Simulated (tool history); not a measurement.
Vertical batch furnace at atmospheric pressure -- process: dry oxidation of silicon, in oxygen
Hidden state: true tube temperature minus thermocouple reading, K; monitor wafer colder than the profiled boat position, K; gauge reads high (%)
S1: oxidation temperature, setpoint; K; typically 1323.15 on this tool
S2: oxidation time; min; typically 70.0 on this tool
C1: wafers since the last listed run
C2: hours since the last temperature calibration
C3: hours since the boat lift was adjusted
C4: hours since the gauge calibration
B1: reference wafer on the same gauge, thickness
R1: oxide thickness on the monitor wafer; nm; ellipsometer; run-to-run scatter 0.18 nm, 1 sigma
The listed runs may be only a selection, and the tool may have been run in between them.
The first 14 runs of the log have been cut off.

At day 16.275: thermocouples replaced and temperature profile calibrated.
Run 15, day 16.658: usual settings but S2 79.5 min; C1 249; C2 9.2; C3 2213.3; C4 1084.3; B1 74.70. Result: R1 84.96 nm.
At day 16.917: gauge calibrated.
Run 16, day 17.400: usual settings; C1 250; C2 27.0; C3 2231.1; C4 11.6; B1 74.75. Result: R1 78.67 nm.
Run 17, day 18.179: usual settings; C1 263; C2 45.7; C3 2249.8; C4 30.3; B1 74.74. Result: R1 78.73 nm.
At day 19.629: boat lift adjusted.
Run 18, day 19.650: usual settings; C1 159; C2 81.0; C3 0.5; C4 65.6; B1 74.70. Result: R1 81.45 nm.
Run 19, day 19.879: usual settings; C1 77; C2 86.5; C3 6.0; C4 71.1; B1 74.60. Result: R1 81.69 nm.
Run 20, day 20.529: usual settings but S1 1311.15 K, S2 41.5 min; C1 219; C2 102.1; C3 21.6; C4 86.7; B1 74.61. Result: R1 52.99 nm.
Run 21, day 21.229: usual settings but S2 58.0 min; C1 236; C2 118.9; C3 38.4; C4 103.5; B1 74.66. Result: R1 72.14 nm.
Run 22, day 22.629: usual settings but S1 1341.15 K; C1 473; C2 152.5; C3 72.0; C4 137.1; B1 74.75. Result: R1 94.44 nm.
Run 23, day 23.538: usual settings but S1 1314.15 K, S2 49.5 min; C1 307; C2 174.3; C3 93.8; C4 158.9; B1 74.74. Result: R1 60.42 nm.
Run 24, day 24.904: usual settings but S1 1313.15 K, S2 90.5 min; C1 462; C2 207.1; C3 126.6; C4 191.7; B1 74.75. Result: R1 88.44 nm.
Run 25, day 25.988: usual settings but S2 104.5 min; C1 366; C2 233.1; C3 152.6; C4 217.7; B1 74.64. Result: R1 105.36 nm.
Run 26, day 27.200: usual settings but S1 1316.15 K, S2 53.5 min; C1 410; C2 262.2; C3 181.7; C4 246.8; B1 74.66. Result: R1 64.02 nm.
Run 27, day 27.888: usual settings but S1 1331.15 K, S2 99.0 min; C1 232; C2 278.7; C3 198.2; C4 263.3; B1 74.63. Result: R1 108.64 nm.
Run 28, day 28.858: usual settings; C1 328; C2 302.0; C3 221.5; C4 286.6; B1 74.80. Result: R1 81.32 nm.
Run 29, day 29.525: usual settings but S2 42.5 min; C1 225; C2 318.0; C3 237.5; C4 302.6; B1 74.67. Result: R1 59.14 nm.
Run 30, day 30.583: usual settings but S2 50.5 min; C1 358; C2 343.4; C3 262.9; C4 328.0; B1 74.73. Result: R1 65.73 nm.
Run 31, day 31.862: usual settings but S1 1307.15 K, S2 41.0 min; C1 432; C2 374.1; C3 293.6; C4 358.7; B1 74.75. Result: R1 50.10 nm.
Run 32, day 32.692: usual settings but S1 1308.15 K, S2 88.0 min; C1 280; C2 394.0; C3 313.5; C4 378.6; B1 74.69. Result: R1 83.08 nm.
Run 33, day 33.658: usual settings but S1 1347.15 K, S2 103.5 min; C1 327; C2 417.2; C3 336.7; C4 401.8; B1 74.73. Result: R1 125.82 nm.
Run 34, day 35.038: usual settings but S1 1299.15 K; C1 466; C2 450.3; C3 369.8; C4 434.9; B1 74.72. Result: R1 65.42 nm.
Run 35, day 35.667: usual settings but S1 1314.15 K, S2 93.5 min; C1 212; C2 465.4; C3 384.9; C4 450.0; B1 74.70. Result: R1 90.68 nm.
Run 36, day 36.638: usual settings but S1 1300.15 K, S2 101.5 min; C1 328; C2 488.7; C3 408.2; C4 473.3; B1 74.67. Result: R1 84.62 nm.
Run 37, day 37.238: usual settings; C1 203; C2 503.1; C3 422.6; C4 487.7; B1 74.73. Result: R1 80.72 nm.
Run 38, day 37.783: usual settings but S1 1305.15 K, S2 38.0 min; C1 184; C2 516.2; C3 435.7; C4 500.8; B1 74.70. Result: R1 46.95 nm.
Run 39, day 38.950: usual settings but S1 1337.15 K, S2 58.0 min; C1 394; C2 544.2; C3 463.7; C4 528.8; B1 74.71. Result: R1 80.53 nm.

Alternative continuations, all from the tool just after run 39; predict every row:
Run A, day 39.183: usual settings; C1 78; C2 549.8; C3 469.3; C4 534.4; B1 ?. Result: R1 ?.
Run B, day 39.183: usual settings but S1 1342.15 K, S2 51.5 min; C1 78; C2 549.8; C3 469.3; C4 534.4; B1 ?. Result: R1 ?.
Run C, day 39.183: usual settings but S1 1341.15 K, S2 54.5 min; C1 78; C2 549.8; C3 469.3; C4 534.4; B1 ?. Result: R1 ?.
Run D, day 39.183: usual settings but S1 1344.15 K, S2 37.5 min; C1 78; C2 549.8; C3 469.3; C4 534.4; B1 ?. Result: R1 ?.

run     B1     R1
  A  74.74  80.71
  B  74.74  77.40
  C  74.74  79.59
  D  74.74  64.53
The same runs, with their run-to-run variation unchanged, on a tool lacking any hidden condition would have given:
run     R1
  A  81.73
  B  78.34
  C  80.55
  D  65.31

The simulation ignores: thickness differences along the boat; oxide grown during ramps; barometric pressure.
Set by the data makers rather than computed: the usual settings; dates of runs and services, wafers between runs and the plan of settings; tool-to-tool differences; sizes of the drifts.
